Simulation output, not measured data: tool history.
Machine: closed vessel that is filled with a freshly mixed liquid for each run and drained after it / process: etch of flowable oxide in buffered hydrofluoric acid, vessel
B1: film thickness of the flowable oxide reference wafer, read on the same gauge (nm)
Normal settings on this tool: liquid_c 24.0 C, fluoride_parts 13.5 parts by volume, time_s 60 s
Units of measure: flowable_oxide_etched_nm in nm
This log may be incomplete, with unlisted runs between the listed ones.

{"run": 1, "hour": 0.0, "liquid_c": 23.0, "fluoride_parts": 13.5, "time_s": 60, "B1": 129.99, "flowable_oxide_etched_nm": 83.17}
{"run": 2, "hour": 81.6, "liquid_c": 23.0, "fluoride_parts": 13.5, "time_s": 60, "B1": 130.0, "flowable_oxide_etched_nm": 83.49}
{"run": 3, "hour": 182.2, "liquid_c": 24.0, "fluoride_parts": 13.5, "time_s": 60, "B1": 129.99, "flowable_oxide_etched_nm": 87.0}
{"run": 4, "hour": 337.1, "liquid_c": 24.0, "fluoride_parts": 13.5, "time_s": 60, "B1": 129.99, "flowable_oxide_etched_nm": 87.44}
{"run": 5, "hour": 392.9, "liquid_c": 24.0, "fluoride_parts": 13.5, "time_s": 60, "B1": 129.98, "flowable_oxide_etched_nm": 88.27}
{"run": 6, "hour": 478.2, "liquid_c": 24.0, "fluoride_parts": 13.5, "time_s": 60, "B1": 130.01, "flowable_oxide_etched_nm": 87.91}
{"run": 7, "hour": 577.7, "liquid_c": 24.0, "fluoride_parts": 13.5, "time_s": 60, "B1": 129.98, "flowable_oxide_etched_nm": 88.64}
{"run": 8, "hour": 680.1, "liquid_c": 24.0, "fluoride_parts": 13.5, "time_s": 60, "B1": 129.99, "flowable_oxide_etched_nm": 87.82}
{"run": 9, "hour": 736.0, "liquid_c": 21.0, "fluoride_parts": 13.5, "time_s": 60, "B1": 130.03, "flowable_oxide_etched_nm": 74.99}
{"hour": 765.6, "done": "gauge calibrated"}
{"run": 10, "hour": 827.8, "liquid_c": 24.0, "fluoride_parts": 13.5, "time_s": 60, "B1": 130.0, "flowable_oxide_etched_nm": 89.04}
{"run": 11, "hour": 928.4, "liquid_c": 24.0, "fluoride_parts": 13.5, "time_s": 60, "B1": 130.0, "flowable_oxide_etched_nm": 88.55}
{"run": 12, "hour": 1011.1, "liquid_c": 19.5, "fluoride_parts": 13.5, "time_s": 75, "B1": 130.0, "flowable_oxide_etched_nm": 85.9}
{"run": 13, "hour": 1072.3, "liquid_c": 21.5, "fluoride_parts": 15.5, "time_s": 50, "B1": 130.0, "flowable_oxide_etched_nm": 56.31}
{"hour": 1090.4, "done": "thermometer replaced"}
{"run": 14, "hour": 1163.5, "liquid_c": 27.5, "fluoride_parts": 16.0, "time_s": 40, "B1": 130.0, "flowable_oxide_etched_nm": 57.18}
{"run": 15, "hour": 1264.2, "liquid_c": 24.0, "fluoride_parts": 18.5, "time_s": 60, "B1": 130.01, "flowable_oxide_etched_nm": 61.17}
{"run": 16, "hour": 1318.0, "liquid_c": 24.0, "fluoride_parts": 16.0, "time_s": 60, "B1": 129.98, "flowable_oxide_etched_nm": 71.23}
{"hour": 1321.1, "done": "hydrofluoric acid flow meter replaced"}
{"run": 17, "hour": 1381.9, "liquid_c": 24.0, "fluoride_parts": 12.0, "time_s": 45, "B1": 130.0, "flowable_oxide_etched_nm": 70.83}
{"run": 18, "hour": 1472.3, "liquid_c": 19.5, "fluoride_parts": 18.0, "time_s": 60, "B1": 130.0, "flowable_oxide_etched_nm": 49.65}
{"run": 19, "hour": 1527.7, "liquid_c": 20.0, "fluoride_parts": 13.5, "time_s": 30, "B1": 130.03, "flowable_oxide_etched_nm": 33.99}
{"run": 20, "hour": 1582.4, "liquid_c": 24.0, "fluoride_parts": 13.5, "time_s": 75, "B1": 130.01, "flowable_oxide_etched_nm": 106.1}
{"run": 21, "hour": 1652.8, "liquid_c": 24.0, "fluoride_parts": 13.5, "time_s": 60, "B1": 130.0, "flowable_oxide_etched_nm": 85.39}
{"run": 22, "hour": 1729.9, "liquid_c": 26.0, "fluoride_parts": 9.0, "time_s": 60, "B1": 130.02, "flowable_oxide_etched_nm": 134.85}
{"run": 23, "hour": 1799.2, "liquid_c": 28.5, "fluoride_parts": 13.5, "time_s": 45, "B1": 130.03, "flowable_oxide_etched_nm": 81.12}
{"run": 24, "hour": 1879.9, "liquid_c": 28.5, "fluoride_parts": 13.5, "time_s": 45, "B1": 130.02, "flowable_oxide_etched_nm": 81.39}
{"run": 25, "hour": 1984.4, "liquid_c": 27.5, "fluoride_parts": 13.5, "time_s": 60, "B1": 130.0, "flowable_oxide_etched_nm": 102.8}
{"run": 26, "hour": 2072.1, "liquid_c": 19.0, "fluoride_parts": 13.5, "time_s": 60, "B1": 129.99, "flowable_oxide_etched_nm": 65.29}
{"run": 27, "hour": 2161.7, "liquid_c": 20.5, "fluoride_parts": 18.0, "time_s": 60, "B1": 130.01, "flowable_oxide_etched_nm": 53.19}
{"run": 28, "hour": 2230.7, "liquid_c": 24.0, "fluoride_parts": 17.5, "time_s": 60, "B1": 130.01, "flowable_oxide_etched_nm": 66.42}
{"run": 29, "hour": 2293.8, "liquid_c": 24.0, "fluoride_parts": 15.5, "time_s": 85, "B1": 130.0, "flowable_oxide_etched_nm": 106.42}
{"run": 30, "hour": 2381.7, "liquid_c": 26.0, "fluoride_parts": 9.0, "time_s": 60, "B1": 129.98, "flowable_oxide_etched_nm": 137.23}
{"run": 31, "hour": 2427.5, "liquid_c": 26.5, "fluoride_parts": 13.5, "time_s": 80, "B1": 130.0, "flowable_oxide_etched_nm": 132.25}
{"run": 32, "hour": 2487.6, "liquid_c": 27.0, "fluoride_parts": 13.5, "time_s": 30, "B1": 130.01, "flowable_oxide_etched_nm": 50.43}

Below are 5 alternative next runs, each starting from the tool's condition after run 32. Predict each:
{"run": "A", "hour": 2488.3, "liquid_c": 24.0, "fluoride_parts": 13.5, "time_s": 60, "B1": "?", "flowable_oxide_etched_nm": "?"}
{"run": "B", "hour": 2488.3, "liquid_c": 28.0, "fluoride_parts": 9.5, "time_s": 90, "B1": "?", "flowable_oxide_etched_nm": "?"}
{"run": "C", "hour": 2488.3, "liquid_c": 28.5, "fluoride_parts": 17.5, "time_s": 95, "B1": "?", "flowable_oxide_etched_nm": "?"}
{"run": "D", "hour": 2488.3, "liquid_c": 24.0, "fluoride_parts": 8.5, "time_s": 35, "B1": "?", "flowable_oxide_etched_nm": "?"}
{"run": "E", "hour": 2488.3, "liquid_c": 22.5, "fluoride_parts": 17.0, "time_s": 60, "B1": "?", "flowable_oxide_etched_nm": "?"}

run=A B1=130.02 flowable_oxide_etched_nm=86.46
run=B B1=130.02 flowable_oxide_etched_nm=222.48
run=C B1=130.02 flowable_oxide_etched_nm=135.09
run=D B1=130.02 flowable_oxide_etched_nm=76.86
run=E B1=130.02 flowable_oxide_etched_nm=63.51
With no hidden state in the tool, these same runs would have given:
run=A flowable_oxide_etched_nm=83.68
run=B flowable_oxide_etched_nm=215.51
run=C flowable_oxide_etched_nm=130.85
run=D flowable_oxide_etched_nm=74.39
run=E flowable_oxide_etched_nm=61.44
